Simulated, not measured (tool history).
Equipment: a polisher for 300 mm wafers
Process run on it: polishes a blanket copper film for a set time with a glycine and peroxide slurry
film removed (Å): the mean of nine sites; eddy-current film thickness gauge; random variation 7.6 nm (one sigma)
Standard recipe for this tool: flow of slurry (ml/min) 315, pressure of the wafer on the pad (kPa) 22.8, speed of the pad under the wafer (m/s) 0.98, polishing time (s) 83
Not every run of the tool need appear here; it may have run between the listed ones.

| run | hour | flow of slurry (ml/min) | pressure of the wafer on the pad (kPa) | speed of the pad under the wafer (m/s) | polishing time (s) | wafers since the last listed run | wafers polished on this pad | hours since the slurry nozzle was cleaned | hours since the head pressure was calibrated | incoming thickness of the incoming film, nm | film removed (Å) |
|---|---|---|---|---|---|---|---|---|---|---|---|
| 1 | 0.0 | 315 | 22.8 | 0.98 | 83 | 0 | 246 | 296.3 | 1047.0 | 1774.2 | 4980 |
| 2 | 34.0 | 315 | 22.8 | 0.98 | 83 | 279 | 525 | 330.3 | 1081.0 | 1773.2 | 4976 |
| 3 | 52.0 | 340 | 22.8 | 0.98 | 83 | 147 | 673 | 348.3 | 1099.0 | 1783.3 | 5021 |
| 4 | 71.9 | 315 | 22.8 | 0.98 | 83 | 163 | 836 | 368.2 | 1118.9 | 1744.7 | 4878 |
| 5 | 99.8 | 315 | 22.8 | 0.98 | 83 | 229 | 1065 | 396.1 | 1146.8 | 1761.3 | 4806 |
|  | 125.9 | worn pad replaced by a new one |
| 6 | 138.4 | 315 | 22.8 | 0.98 | 83 | 284 | 102 | 434.7 | 1185.4 | 1772.0 | 4402 |
| 7 | 167.0 | 315 | 22.8 | 0.98 | 83 | 234 | 337 | 463.3 | 1214.0 | 1769.4 | 4495 |
|  | 183.0 | head pressure recalibrated |
| 8 | 197.9 | 315 | 22.8 | 0.98 | 83 | 237 | 574 | 494.2 | 14.9 | 1780.3 | 4399 |
|  | 210.0 | slurry nozzle cleaned |
| 9 | 219.3 | 315 | 22.8 | 0.98 | 83 | 167 | 742 | 9.3 | 36.3 | 1770.0 | 4367 |
|  | 231.1 | worn pad replaced by a new one, repeated, since the last time left the tool worse |
| 10 | 242.0 | 405 | 22.8 | 0.98 | 83 | 153 | 89 | 32.0 | 59.0 | 1784.2 | 5159 |
| 11 | 272.9 | 315 | 22.8 | 0.98 | 83 | 253 | 342 | 62.9 | 89.9 | 1725.1 | 5022 |
| 12 | 294.0 | 255 | 29.6 | 1.08 | 110 | 173 | 516 | 84.0 | 111.0 | 1767.8 | 8984 |
| 13 | 313.3 | 315 | 22.8 | 0.98 | 83 | 158 | 674 | 103.3 | 130.3 | 1758.8 | 4954 |
|  | 366.4 | worn pad replaced by a new one |
| 14 | 402.9 | 315 | 26.9 | 0.98 | 54 | 702 | 299 | 192.9 | 219.9 | 1747.1 | 3703 |
| 15 | 482.2 | 315 | 29.0 | 0.98 | 64 | 651 | 950 | 272.2 | 299.2 | 1782.5 | 4530 |
| 16 | 497.3 | 370 | 22.8 | 1.14 | 83 | 124 | 1074 | 287.3 | 314.3 | 1725.8 | 5514 |
|  | 511.0 | worn pad replaced by a new one |
| 17 | 511.7 | 245 | 31.0 | 0.98 | 59 | 85 | 6 | 301.7 | 328.7 | 1747.1 | 4528 |
| 18 | 536.2 | 315 | 22.8 | 0.98 | 83 | 201 | 207 | 326.2 | 353.2 | 1752.3 | 5053 |
| 19 | 553.8 | 355 | 24.8 | 0.70 | 73 | 144 | 351 | 343.8 | 370.8 | 1747.3 | 3628 |
| 20 | 589.4 | 315 | 22.8 | 0.98 | 83 | 292 | 644 | 379.4 | 406.4 | 1743.5 | 4843 |

Hidden condition of the tool, last listed run before each entry between runs versus first listed run after:
In the gap between runs 5 and 6: worn pad replaced by a new one (hour 125.9)
  removal rate lost through wear of the pad, %: 5.14 -> 12.1
  measured value less the no-hidden-state value, film removed (Å): -261 -> -605
In the gap between runs 7 and 8: head pressure recalibrated (hour 183.0)
  removal rate lost through wear of the pad, %: 13.2 -> 14.4
  measured value less the no-hidden-state value, film removed (Å): -685 -> -741
In the gap between runs 8 and 9: slurry nozzle cleaned (hour 210.0)
  removal rate lost through wear of the pad, %: 14.4 -> 15.3
  measured value less the no-hidden-state value, film removed (Å): -741 -> -786
In the gap between runs 9 and 10: worn pad replaced by a new one, repeated, since the last time left the tool worse (hour 231.1)
  removal rate lost through wear of the pad, %: 15.3 -> 0.551
  measured value less the no-hidden-state value, film removed (Å): -786 -> -28
In the gap between runs 13 and 14: worn pad replaced by a new one (hour 366.4)
  removal rate lost through wear of the pad, %: 3.34 -> 1.5
  measured value less the no-hidden-state value, film removed (Å): -171 -> -56
In the gap between runs 16 and 17: worn pad replaced by a new one (hour 511.0)
  removal rate lost through wear of the pad, %: 5.2 -> 0.482
  measured value less the no-hidden-state value, film removed (Å): -302 -> -22
